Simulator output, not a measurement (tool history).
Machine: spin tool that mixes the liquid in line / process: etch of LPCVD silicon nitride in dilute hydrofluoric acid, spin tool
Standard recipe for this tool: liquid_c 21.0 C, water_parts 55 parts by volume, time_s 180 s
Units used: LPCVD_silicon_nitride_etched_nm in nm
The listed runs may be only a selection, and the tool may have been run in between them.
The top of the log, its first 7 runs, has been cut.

| run | hour | liquid_c | water_parts | time_s | read-back film thickness of the LPCVD silicon nitride reference wafer, read on the same gauge (nm) | LPCVD_silicon_nitride_etched_nm |
|---|---|---|---|---|---|---|
|  | 432.5 | thermometer replaced |
| 8 | 457.4 | 21.0 | 55 | 180 | 39.979 | 1.212 |
| 9 | 525.7 | 21.0 | 55 | 180 | 39.991 | 1.218 |
|  | 546.8 | gauge calibrated |
| 10 | 618.6 | 26.0 | 25 | 230 | 39.992 | 4.599 |
| 11 | 678.9 | 17.0 | 70 | 180 | 39.995 | 0.723 |
| 12 | 786.4 | 21.0 | 55 | 180 | 39.980 | 1.243 |
|  | 801.6 | hydrofluoric acid flow meter replaced |
| 13 | 834.5 | 17.0 | 40 | 145 | 39.978 | 1.000 |
| 14 | 899.1 | 25.5 | 45 | 180 | 40.012 | 2.032 |
| 15 | 951.4 | 18.0 | 25 | 150 | 40.024 | 1.752 |
| 16 | 993.0 | 21.0 | 55 | 180 | 39.988 | 1.159 |
| 17 | 1034.3 | 21.0 | 55 | 180 | 39.994 | 1.199 |
| 18 | 1109.4 | 18.0 | 70 | 180 | 40.001 | 0.769 |
| 19 | 1182.1 | 21.0 | 55 | 180 | 40.028 | 1.192 |
| 20 | 1279.8 | 19.0 | 40 | 180 | 40.007 | 1.491 |
| 21 | 1355.7 | 25.5 | 55 | 180 | 39.992 | 1.633 |
| 22 | 1411.6 | 21.0 | 35 | 180 | 40.008 | 1.775 |
| 23 | 1489.4 | 17.5 | 35 | 285 | 40.000 | 2.288 |
| 24 | 1538.4 | 21.0 | 55 | 275 | 40.048 | 1.821 |
| 25 | 1639.8 | 17.0 | 30 | 180 | 40.018 | 1.612 |
| 26 | 1722.0 | 21.0 | 45 | 180 | 40.018 | 1.405 |
|  | 1795.5 | thermometer replaced |
| 27 | 1825.2 | 19.5 | 55 | 80 | 40.028 | 0.468 |
| 28 | 1911.1 | 21.0 | 55 | 180 | 40.023 | 1.203 |
| 29 | 1987.1 | 21.0 | 40 | 260 | 40.017 | 2.325 |
| 30 | 2060.4 | 22.5 | 55 | 180 | 40.009 | 1.324 |
| 31 | 2290.6 | 21.0 | 55 | 255 | 39.995 | 1.661 |

Each row is a separate what-if for the run after 31, all from the same tool condition, not one after another. Results?
| A | 2291.1 | 24.5 | 55 | 180 | ? | ? |
| B | 2291.1 | 17.5 | 65 | 225 | ? | ? |
| C | 2291.1 | 19.5 | 30 | 130 | ? | ? |
| D | 2291.1 | 23.0 | 80 | 180 | ? | ? |
| E | 2291.1 | 24.5 | 40 | 180 | ? | ? |

| run | read-back film thickness of the LPCVD silicon nitride reference wafer, read on the same gauge (nm) | LPCVD_silicon_nitride_etched_nm |
|---|---|---|
| A | 40.040 | 1.526 |
| B | 40.040 | 1.002 |
| C | 40.040 | 1.409 |
| D | 40.040 | 0.955 |
| E | 40.040 | 2.084 |
Had the tool no hidden state, the same runs would have come out as:
| run | LPCVD_silicon_nitride_etched_nm |
|---|---|
| A | 1.526 |
| B | 1.002 |
| C | 1.409 |
| D | 0.955 |
| E | 2.084 |
